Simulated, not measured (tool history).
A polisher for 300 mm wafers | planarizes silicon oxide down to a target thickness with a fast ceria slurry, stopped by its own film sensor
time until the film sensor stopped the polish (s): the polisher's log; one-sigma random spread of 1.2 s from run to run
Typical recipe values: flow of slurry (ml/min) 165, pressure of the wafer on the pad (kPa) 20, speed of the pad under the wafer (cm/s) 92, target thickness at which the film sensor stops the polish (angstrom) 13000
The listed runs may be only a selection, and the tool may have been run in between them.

| run | hour | flow of slurry (ml/min) | pressure of the wafer on the pad (kPa) | speed of the pad under the wafer (cm/s) | target thickness at which the film sensor stops the polish (angstrom) | wafers since the last listed run | wafers polished on this pad | hours since the slurry nozzle was cleaned | hours since the head pressure was calibrated | incoming thickness of the incoming film, nm | time until the film sensor stopped the polish (s) |
|---|---|---|---|---|---|---|---|---|---|---|---|
| 1 | 0 | 165 | 20 | 92 | 14320 | 0 | 105 | 273.6 | 839.4 | 2410.4 | 82.5 |
| 2 | 18.1 | 165 | 20 | 72 | 13000 | 239 | 344 | 291.7 | 857.5 | 2401.9 | 122.3 |
| 3 | 35.2 | 165 | 20 | 92 | 10540 | 225 | 570 | 308.8 | 874.6 | 2406.4 | 119.8 |
| 4 | 56.7 | 165 | 20 | 92 | 13000 | 283 | 854 | 330.3 | 896.1 | 2406.4 | 99.8 |
| 5 | 91.8 | 165 | 20 | 92 | 13000 | 463 | 1317 | 365.4 | 931.2 | 2385.2 | 97 |
| 6 | 118.2 | 165 | 20 | 92 | 13000 | 348 | 1666 | 391.8 | 957.6 | 2383.8 | 96.7 |
| 7 | 150.1 | 165 | 20 | 92 | 10640 | 421 | 2087 | 423.7 | 989.5 | 2398.2 | 118.4 |
|  | 155.7 | worn pad replaced by a new one |
| 8 | 180.6 | 165 | 20 | 92 | 10640 | 349 | 328 | 454.2 | 1020 | 2374.6 | 125.8 |
| 9 | 208.1 | 165 | 20 | 92 | 13000 | 363 | 691 | 481.7 | 1047.5 | 2365 | 104.1 |
| 10 | 231.2 | 165 | 20 | 92 | 13000 | 305 | 996 | 504.8 | 1070.6 | 2425 | 110.4 |
| 11 | 249.4 | 165 | 20 | 92 | 13000 | 240 | 1236 | 523 | 1088.8 | 2359.8 | 103.5 |
| 12 | 264.7 | 195 | 20 | 92 | 13000 | 202 | 1438 | 538.3 | 1104.1 | 2424 | 109.3 |
|  | 268.8 | worn pad replaced by a new one, repeated, since the last time left the tool worse |
| 13 | 282.5 | 165 | 20 | 70 | 13000 | 182 | 180 | 556.1 | 1121.9 | 2379.8 | 124 |
| 14 | 301.2 | 165 | 20 | 70 | 13000 | 246 | 427 | 574.8 | 1140.6 | 2366.3 | 122.7 |
| 15 | 322.2 | 165 | 20 | 92 | 11980 | 277 | 705 | 595.8 | 1161.6 | 2402.8 | 104.9 |
| 16 | 338.2 | 165 | 20 | 92 | 14330 | 211 | 916 | 611.8 | 1177.6 | 2380.2 | 86.7 |
| 17 | 352.4 | 110 | 20 | 92 | 13000 | 187 | 1104 | 626 | 1191.8 | 2407.6 | 107.3 |
|  | 366.2 | head pressure recalibrated |
| 18 | 366.7 | 165 | 20 | 92 | 13000 | 162 | 1266 | 640.3 | 0.5 | 2351.9 | 93.4 |
| 19 | 400.3 | 165 | 23.4 | 84 | 13000 | 443 | 1710 | 673.9 | 34.1 | 2383.7 | 93.1 |
|  | 416.2 | worn pad replaced by a new one |
| 20 | 434.8 | 165 | 20 | 92 | 13000 | 402 | 245 | 708.4 | 68.6 | 2423.8 | 96.2 |
| 21 | 452.6 | 165 | 20 | 92 | 13000 | 235 | 480 | 726.2 | 86.4 | 2427.8 | 97.7 |
|  | 459 | slurry nozzle cleaned |
| 22 | 487.2 | 180 | 20 | 92 | 13000 | 443 | 924 | 28.2 | 121 | 2351.4 | 93.4 |
| 23 | 511.7 | 140 | 22.8 | 92 | 13000 | 323 | 1247 | 52.7 | 145.5 | 2390.4 | 90.1 |
| 24 | 528.6 | 165 | 20 | 92 | 13000 | 223 | 1471 | 69.6 | 162.4 | 2440.1 | 100.6 |
| 25 | 561 | 165 | 20 | 92 | 11220 | 427 | 1899 | 102 | 194.8 | 2396.5 | 112.4 |
|  | 585.5 | worn pad replaced by a new one |
| 26 | 591.8 | 125 | 24.1 | 78 | 9470 | 353 | 82 | 132.8 | 225.6 | 2412.7 | 128 |
| 27 | 622 | 205 | 17.2 | 62 | 11130 | 398 | 481 | 163 | 255.8 | 2388.7 | 183.9 |
| 28 | 648.1 | 165 | 25.5 | 120 | 13000 | 344 | 826 | 189.1 | 281.9 | 2401 | 59.3 |
| 29 | 679.9 | 200 | 20 | 92 | 13000 | 419 | 1246 | 220.9 | 313.7 | 2447.2 | 97.6 |
| 30 | 741.5 | 210 | 13.8 | 108 | 13000 | 813 | 2059 | 282.5 | 375.3 | 2419.9 | 119.1 |

Here are 4 independent what-if runs from the current tool condition. What would each one return?
| A | 741.9 | 165 | 20 | 92 | 13000 | 5 | 2065 | 282.9 | 375.7 | 2387.4 | ? |
| B | 741.9 | 190 | 24.8 | 92 | 13000 | 5 | 2065 | 282.9 | 375.7 | 2387.4 | ? |
| C | 741.9 | 210 | 20 | 92 | 13000 | 5 | 2065 | 282.9 | 375.7 | 2387.4 | ? |
| D | 741.9 | 110 | 23.4 | 92 | 13000 | 5 | 2065 | 282.9 | 375.7 | 2387.4 | ? |

| run | time until the film sensor stopped the polish (s) |
|---|---|
| A | 98.2 |
| B | 78 |
| C | 94.6 |
| D | 92.1 |
With the hidden condition removed and each run's random variation left untouched, the same runs would have given:
| run | time until the film sensor stopped the polish (s) |
|---|---|
| A | 92.4 |
| B | 73.4 |
| C | 89.1 |
| D | 86.7 |

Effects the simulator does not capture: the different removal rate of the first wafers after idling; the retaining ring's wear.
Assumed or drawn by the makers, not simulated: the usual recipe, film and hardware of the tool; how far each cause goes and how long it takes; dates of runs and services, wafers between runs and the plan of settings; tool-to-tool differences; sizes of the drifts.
